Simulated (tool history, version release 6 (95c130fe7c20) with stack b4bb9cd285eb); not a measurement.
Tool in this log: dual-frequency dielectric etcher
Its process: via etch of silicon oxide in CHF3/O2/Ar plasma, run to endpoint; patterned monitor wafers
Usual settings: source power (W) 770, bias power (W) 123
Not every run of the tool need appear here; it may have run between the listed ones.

run,day,source power (W),bias power (W),wafers since the last listed run,hours since the last wet clean,hours since the last source power generator calibration,hours since the last bias power generator calibration,hours since the last upper electrode change,"incoming incoming film thickness, nm",endpoint time (s)
1,0.000,770,104,0,158.1,902.2,879.7,3667.7,614.0,350.4
2,0.883,770,104,78,179.3,923.4,900.9,3688.9,612.6,347.4
3,2.308,770,123,126,213.5,957.6,935.1,3723.1,618.2,331.4
4,2.996,770,123,61,230.0,974.1,951.6,3739.6,616.5,332.5
5,3.700,770,123,62,246.9,991.0,968.5,3756.5,616.1,330.6
6,4.375,920,123,59,263.1,1007.2,984.7,3772.7,615.1,306.7
7,5.121,920,123,66,281.0,1025.1,1002.6,3790.6,617.6,305.4
8,5.667,770,131,48,294.1,1038.2,1015.7,3803.7,612.1,321.1
9,6.879,770,131,107,323.2,1067.3,1044.8,3832.8,611.3,323.4
# day 8.854: wet clean of the chamber
10,9.417,770,131,136,13.5,1128.2,1105.7,3893.7,623.3,324.6
11,10.096,810,123,60,29.8,1144.5,1122.0,3910.0,612.0,314.3
12,10.958,810,123,76,50.5,1165.2,1142.7,3930.7,616.0,322.3
13,11.558,810,123,53,64.9,1179.6,1157.1,3945.1,615.2,322.2
14,12.646,770,123,96,91.0,1205.7,1183.2,3971.2,611.8,326.4
15,13.533,770,123,78,112.3,1227.0,1204.5,3992.5,618.8,334.7
# day 15.146: upper electrode replaced
16,15.167,770,123,56,151.5,1266.2,1243.7,0.5,619.8,331.4
17,15.317,930,140,13,155.1,1269.8,1247.3,4.1,614.6,291.9
18,15.921,770,123,53,169.6,1284.3,1261.8,18.6,616.6,328.4
19,16.479,690,145,49,183.0,1297.7,1275.2,32.0,613.8,327.9
20,17.158,900,144,60,199.3,1314.0,1291.5,48.3,611.7,291.6
21,18.029,860,131,77,220.2,1334.9,1312.4,69.2,613.2,307.3
22,19.442,770,123,125,254.1,1368.8,1346.3,103.1,609.3,330.3
23,20.750,770,123,116,285.5,1400.2,1377.7,134.5,613.6,337.6
# day 21.483: source power generator calibrated
24,21.608,770,123,61,306.1,3.0,1398.3,155.1,617.9,343.4
25,22.354,770,145,66,324.0,20.9,1416.2,173.0,618.0,322.7
26,23.554,910,147,106,352.8,49.7,1445.0,201.8,615.4,295.8
# day 26.888: bias power generator calibrated
# day 27.658: wet clean of the chamber
27,27.679,770,114,283,0.5,148.7,19.0,300.8,614.5,333.4
28,28.312,660,100,56,15.7,163.9,34.2,316.0,622.2,380.3
29,29.275,770,123,85,38.8,187.0,57.3,339.1,621.0,332.5
30,29.975,770,123,62,55.6,203.8,74.1,355.9,619.8,334.0
31,30.646,930,95,59,71.7,219.9,90.2,372.0,618.2,333.8
32,31.388,770,97,65,89.5,237.7,108.0,389.8,616.9,363.2
33,32.642,770,131,111,119.6,267.8,138.1,419.9,620.2,330.7
34,33.562,620,123,81,141.7,289.9,160.2,442.0,619.5,370.5
35,34.200,900,123,56,157.0,305.2,175.5,457.3,615.4,310.3
36,35.658,880,99,129,192.0,340.2,210.5,492.3,610.9,337.5

Across each entry between runs, compare the hidden state at the last listed run before it with the hidden state at the first listed run after it:
From run 9 to run 10: wet clean of the chamber (day 8.854)
  etch rate over this chamber's usual, %: -3.58 -> -0.405
  the result without the hidden state subtracted from the measured one, endpoint time (s): +11.6 -> +1.3
From run 15 to run 16: upper electrode replaced (day 15.146)
  etch rate over this chamber's usual, %: -1.61 -> -2.09
  the result without the hidden state subtracted from the measured one, endpoint time (s): +5.4 -> +6.9
From run 23 to run 24: source power generator calibrated (day 21.483)
  etch rate over this chamber's usual, %: -3.72 -> -3.97
  the result without the hidden state subtracted from the measured one, endpoint time (s): +12.5 -> +13.7
From run 26 to run 27: bias power generator calibrated (day 26.888); wet clean of the chamber (day 27.658)
  etch rate over this chamber's usual, %: -4.54 -> -0.654
  the result without the hidden state subtracted from the measured one, endpoint time (s): +13.4 -> +2.2
